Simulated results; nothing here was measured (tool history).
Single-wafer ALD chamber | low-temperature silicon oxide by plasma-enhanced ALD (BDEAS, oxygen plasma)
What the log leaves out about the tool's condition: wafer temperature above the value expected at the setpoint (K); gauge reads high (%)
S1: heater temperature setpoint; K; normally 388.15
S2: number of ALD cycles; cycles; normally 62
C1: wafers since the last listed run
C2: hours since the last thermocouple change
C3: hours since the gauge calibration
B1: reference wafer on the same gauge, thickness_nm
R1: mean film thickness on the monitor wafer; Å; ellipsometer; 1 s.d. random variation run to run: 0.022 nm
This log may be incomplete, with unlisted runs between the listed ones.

{"run": 1, "hour": 0.0, "S1": 399.15, "S2": 62, "C1": 0, "C2": 164.5, "C3": 924.2, "B1": 8.09, "R1": 86.6}
{"run": 2, "hour": 65.4, "S1": 399.15, "S2": 62, "C1": 321, "C2": 229.9, "C3": 989.6, "B1": 8.097, "R1": 87.09}
{"run": 3, "hour": 110.0, "S1": 399.15, "S2": 62, "C1": 219, "C2": 274.5, "C3": 1034.2, "B1": 8.1, "R1": 86.78}
{"run": 4, "hour": 184.6, "S1": 388.15, "S2": 62, "C1": 366, "C2": 349.1, "C3": 1108.8, "B1": 8.098, "R1": 88.51}
{"run": 5, "hour": 248.6, "S1": 388.15, "S2": 62, "C1": 314, "C2": 413.1, "C3": 1172.8, "B1": 8.102, "R1": 88.39}
{"run": 6, "hour": 313.5, "S1": 388.15, "S2": 68, "C1": 319, "C2": 478, "C3": 1237.7, "B1": 8.098, "R1": 97.07}
{"run": 7, "hour": 421.1, "S1": 388.15, "S2": 68, "C1": 529, "C2": 585.6, "C3": 1345.3, "B1": 8.097, "R1": 96.81}
{"run": 8, "hour": 605.5, "S1": 388.15, "S2": 68, "C1": 906, "C2": 770, "C3": 1529.7, "B1": 8.103, "R1": 96.69}
{"run": 9, "hour": 686.5, "S1": 393.15, "S2": 62, "C1": 398, "C2": 851, "C3": 1610.7, "B1": 8.091, "R1": 87.6}
{"run": 10, "hour": 801.6, "S1": 393.15, "S2": 62, "C1": 566, "C2": 966.1, "C3": 1725.8, "B1": 8.098, "R1": 87.39}
{"run": 11, "hour": 903.4, "S1": 393.15, "S2": 62, "C1": 500, "C2": 1067.9, "C3": 1827.6, "B1": 8.1, "R1": 87.55}
{"run": 12, "hour": 1011.2, "S1": 388.15, "S2": 62, "C1": 530, "C2": 1175.7, "C3": 1935.4, "B1": 8.107, "R1": 88.34}
{"run": 13, "hour": 1114.5, "S1": 388.15, "S2": 62, "C1": 508, "C2": 1279, "C3": 2038.7, "B1": 8.108, "R1": 88.03}
{"run": 14, "hour": 1160.6, "S1": 388.15, "S2": 62, "C1": 226, "C2": 1325.1, "C3": 2084.8, "B1": 8.102, "R1": 87.8}
{"run": 15, "hour": 1246.7, "S1": 388.15, "S2": 56, "C1": 423, "C2": 1411.2, "C3": 2170.9, "B1": 8.101, "R1": 79.66}
{"run": 16, "hour": 1325.3, "S1": 388.15, "S2": 62, "C1": 386, "C2": 1489.8, "C3": 2249.5, "B1": 8.109, "R1": 88.03}
{"run": 17, "hour": 1372.0, "S1": 388.15, "S2": 62, "C1": 229, "C2": 1536.5, "C3": 2296.2, "B1": 8.099, "R1": 87.81}
{"run": 18, "hour": 1424.9, "S1": 388.15, "S2": 62, "C1": 260, "C2": 1589.4, "C3": 2349.1, "B1": 8.098, "R1": 88.03}
{"run": 19, "hour": 1484.4, "S1": 388.15, "S2": 62, "C1": 292, "C2": 1648.9, "C3": 2408.6, "B1": 8.101, "R1": 88.05}
{"run": 20, "hour": 1592.0, "S1": 377.15, "S2": 59, "C1": 529, "C2": 1756.5, "C3": 2516.2, "B1": 8.102, "R1": 85.23}
{"run": 21, "hour": 1657.5, "S1": 388.15, "S2": 62, "C1": 322, "C2": 1822, "C3": 2581.7, "B1": 8.099, "R1": 87.61}
{"run": 22, "hour": 1751.3, "S1": 381.15, "S2": 62, "C1": 461, "C2": 1915.8, "C3": 2675.5, "B1": 8.111, "R1": 88.8}
{"hour": 1765.9, "done": "gauge calibrated"}
{"hour": 1845.9, "done": "thermocouple changed; heater temperature recalibrated"}
{"run": 23, "hour": 2046.3, "S1": 379.15, "S2": 58, "C1": 1411, "C2": 200.4, "C3": 280.4, "B1": 8.099, "R1": 83.75}
{"run": 24, "hour": 2113.5, "S1": 401.15, "S2": 58, "C1": 330, "C2": 267.6, "C3": 347.6, "B1": 8.102, "R1": 80.63}
{"run": 25, "hour": 2160.3, "S1": 388.15, "S2": 62, "C1": 230, "C2": 314.4, "C3": 394.4, "B1": 8.094, "R1": 88.11}
{"run": 26, "hour": 2238.4, "S1": 384.15, "S2": 68, "C1": 384, "C2": 392.5, "C3": 472.5, "B1": 8.1, "R1": 97.17}
{"run": 27, "hour": 2341.9, "S1": 373.15, "S2": 62, "C1": 509, "C2": 496, "C3": 576, "B1": 8.107, "R1": 90.47}
{"run": 28, "hour": 2445.9, "S1": 384.15, "S2": 69, "C1": 511, "C2": 600, "C3": 680, "B1": 8.092, "R1": 98.75}
{"run": 29, "hour": 2482.0, "S1": 378.15, "S2": 67, "C1": 177, "C2": 636.1, "C3": 716.1, "B1": 8.094, "R1": 96.59}
{"run": 30, "hour": 2587.0, "S1": 388.15, "S2": 62, "C1": 516, "C2": 741.1, "C3": 821.1, "B1": 8.096, "R1": 87.88}
{"run": 31, "hour": 2645.3, "S1": 377.15, "S2": 62, "C1": 286, "C2": 799.4, "C3": 879.4, "B1": 8.096, "R1": 89.8}
{"run": 32, "hour": 2827.7, "S1": 388.15, "S2": 62, "C1": 897, "C2": 981.8, "C3": 1061.8, "B1": 8.1, "R1": 87.89}
{"run": 33, "hour": 2920.3, "S1": 388.15, "S2": 62, "C1": 455, "C2": 1074.4, "C3": 1154.4, "B1": 8.104, "R1": 87.71}
{"run": 34, "hour": 2978.9, "S1": 383.15, "S2": 68, "C1": 288, "C2": 1133, "C3": 1213, "B1": 8.101, "R1": 97}
{"run": 35, "hour": 3071.0, "S1": 383.15, "S2": 72, "C1": 452, "C2": 1225.1, "C3": 1305.1, "B1": 8.105, "R1": 102.73}
{"run": 36, "hour": 3153.0, "S1": 401.15, "S2": 62, "C1": 403, "C2": 1307.1, "C3": 1387.1, "B1": 8.1, "R1": 85.9}
{"run": 37, "hour": 3207.5, "S1": 388.15, "S2": 69, "C1": 268, "C2": 1361.6, "C3": 1441.6, "B1": 8.1, "R1": 97.99}
{"run": 38, "hour": 3279.6, "S1": 396.15, "S2": 62, "C1": 354, "C2": 1433.7, "C3": 1513.7, "B1": 8.103, "R1": 86.81}
{"run": 39, "hour": 3316.4, "S1": 382.15, "S2": 68, "C1": 180, "C2": 1470.5, "C3": 1550.5, "B1": 8.106, "R1": 97.42}

Below are 3 alternative next runs, each starting from the tool's condition after run 39. Predict each:
{"run": "A", "hour": 3316.9, "S1": 388.15, "S2": 62, "C1": 2, "C2": 1471, "C3": 1551, "B1": "?", "R1": "?"}
{"run": "B", "hour": 3316.9, "S1": 377.15, "S2": 74, "C1": 2, "C2": 1471, "C3": 1551, "B1": "?", "R1": "?"}
{"run": "C", "hour": 3316.9, "S1": 374.15, "S2": 62, "C1": 2, "C2": 1471, "C3": 1551, "B1": "?", "R1": "?"}

run=A B1=8.096 R1=87.84
run=B B1=8.096 R1=106.74
run=C B1=8.096 R1=89.86
Stripped of hidden state, with their random variation kept, the same runs would have yielded:
run=A R1=88.63
run=B R1=107.69
run=C R1=90.66

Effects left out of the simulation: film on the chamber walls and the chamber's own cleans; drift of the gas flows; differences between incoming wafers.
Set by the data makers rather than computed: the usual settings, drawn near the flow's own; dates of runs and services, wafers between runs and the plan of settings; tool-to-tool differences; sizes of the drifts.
